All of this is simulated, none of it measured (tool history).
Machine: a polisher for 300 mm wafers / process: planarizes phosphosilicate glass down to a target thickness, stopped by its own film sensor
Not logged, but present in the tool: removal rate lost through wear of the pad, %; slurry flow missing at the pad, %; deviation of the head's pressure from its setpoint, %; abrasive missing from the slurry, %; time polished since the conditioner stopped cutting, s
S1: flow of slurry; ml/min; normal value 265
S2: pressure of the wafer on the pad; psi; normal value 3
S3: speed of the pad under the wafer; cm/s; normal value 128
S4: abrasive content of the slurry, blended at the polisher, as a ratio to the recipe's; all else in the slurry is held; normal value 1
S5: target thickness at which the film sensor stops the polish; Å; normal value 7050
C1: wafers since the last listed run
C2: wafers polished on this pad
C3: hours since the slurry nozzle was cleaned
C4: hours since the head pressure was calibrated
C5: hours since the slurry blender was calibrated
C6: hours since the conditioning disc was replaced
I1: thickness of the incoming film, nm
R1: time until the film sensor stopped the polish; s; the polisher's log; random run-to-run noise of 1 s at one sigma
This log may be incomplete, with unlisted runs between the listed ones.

run 1 hour=0 | S1=265 S2=3.5 S3=128 S4=1 S5=5140 | C1=0 C2=50 C3=336.2 C4=1177.8 C5=358.1 C6=297.2 | I1=1762.4 | R1=121.6
run 2 hour=23.8 | S1=265 S2=3 S3=114 S4=1 S5=7050 | C1=107 C2=158 C3=360 C4=1201.6 C5=381.9 C6=321 | I1=1748.3 | R1=133
run 3 hour=36.5 | S1=265 S2=3 S3=114 S4=1 S5=7050 | C1=57 C2=215 C3=372.7 C4=1214.3 C5=394.6 C6=333.7 | I1=1757.2 | R1=134.3
run 4 hour=58.9 | S1=265 S2=3 S3=114 S4=1 S5=7050 | C1=101 C2=316 C3=395.1 C4=1236.7 C5=417 C6=356.1 | I1=1740.3 | R1=135.5
run 5 hour=90.9 | S1=265 S2=3 S3=128 S4=1 S5=7050 | C1=144 C2=461 C3=427.1 C4=1268.7 C5=449 C6=388.1 | I1=1762 | R1=130.4
-- hour=134 conditioning disc replaced and pad reconditioned
-- hour=134.9 slurry blender recalibrated
run 6 hour=171.9 | S1=265 S2=3 S3=128 S4=1 S5=7050 | C1=353 C2=814 C3=508.1 C4=1349.7 C5=37 C6=37.9 | I1=1734.9 | R1=128.8
-- hour=184.4 worn pad replaced by a new one
run 7 hour=190.2 | S1=265 S2=3 S3=128 S4=1 S5=7050 | C1=64 C2=26 C3=526.4 C4=1368 C5=55.3 C6=56.2 | I1=1737.5 | R1=114.9
run 8 hour=218.7 | S1=290 S2=3 S3=128 S4=1 S5=7050 | C1=128 C2=155 C3=554.9 C4=1396.5 C5=83.8 C6=84.7 | I1=1745.5 | R1=120
run 9 hour=243.9 | S1=180 S2=3.8 S3=128 S4=1.25 S5=5620 | C1=113 C2=269 C3=580.1 C4=1421.7 C5=109 C6=109.9 | I1=1753.4 | R1=104.9
run 10 hour=274.7 | S1=265 S2=3.5 S3=128 S4=1 S5=5140 | C1=139 C2=408 C3=610.9 C4=1452.5 C5=139.8 C6=140.7 | I1=1746 | R1=129.2
run 11 hour=297.6 | S1=265 S2=2.6 S3=128 S4=1 S5=7050 | C1=103 C2=512 C3=633.8 C4=1475.4 C5=162.7 C6=163.6 | I1=1767.1 | R1=149.2
-- hour=305.6 head pressure recalibrated
run 12 hour=317.7 | S1=330 S2=3 S3=128 S4=1 S5=5910 | C1=81 C2=593 C3=653.9 C4=12.1 C5=182.8 C6=183.7 | I1=1786.3 | R1=145.8
run 13 hour=333.4 | S1=220 S2=2.6 S3=128 S4=0.85 S5=7050 | C1=70 C2=664 C3=669.6 C4=27.8 C5=198.5 C6=199.4 | I1=1745.8 | R1=166.5
-- hour=346.8 slurry nozzle cleaned
run 14 hour=357.4 | S1=265 S2=3 S3=128 S4=0.75 S5=10360 | C1=103 C2=768 C3=10.6 C4=51.8 C5=222.5 C6=223.4 | I1=1740 | R1=110.1
-- hour=386.5 worn pad replaced by a new one
run 15 hour=388 | S1=180 S2=3 S3=128 S4=1 S5=7050 | C1=120 C2=6 C3=41.2 C4=82.4 C5=253.1 C6=254 | I1=1768.6 | R1=120.6

Run 16, settings as shown, results not yet in. Your forecast:
run 16 hour=407.7 | S1=240 S2=3.5 S3=158 S4=1 S5=9840 | C1=89 C2=96 C3=60.9 C4=102.1 C5=272.8 C6=273.7 | I1=1769.5 | R1=?

{"run 16": {"R1": 66.8}}
Minus the tool's unlogged condition, the same run would have read R1 63.8 s.
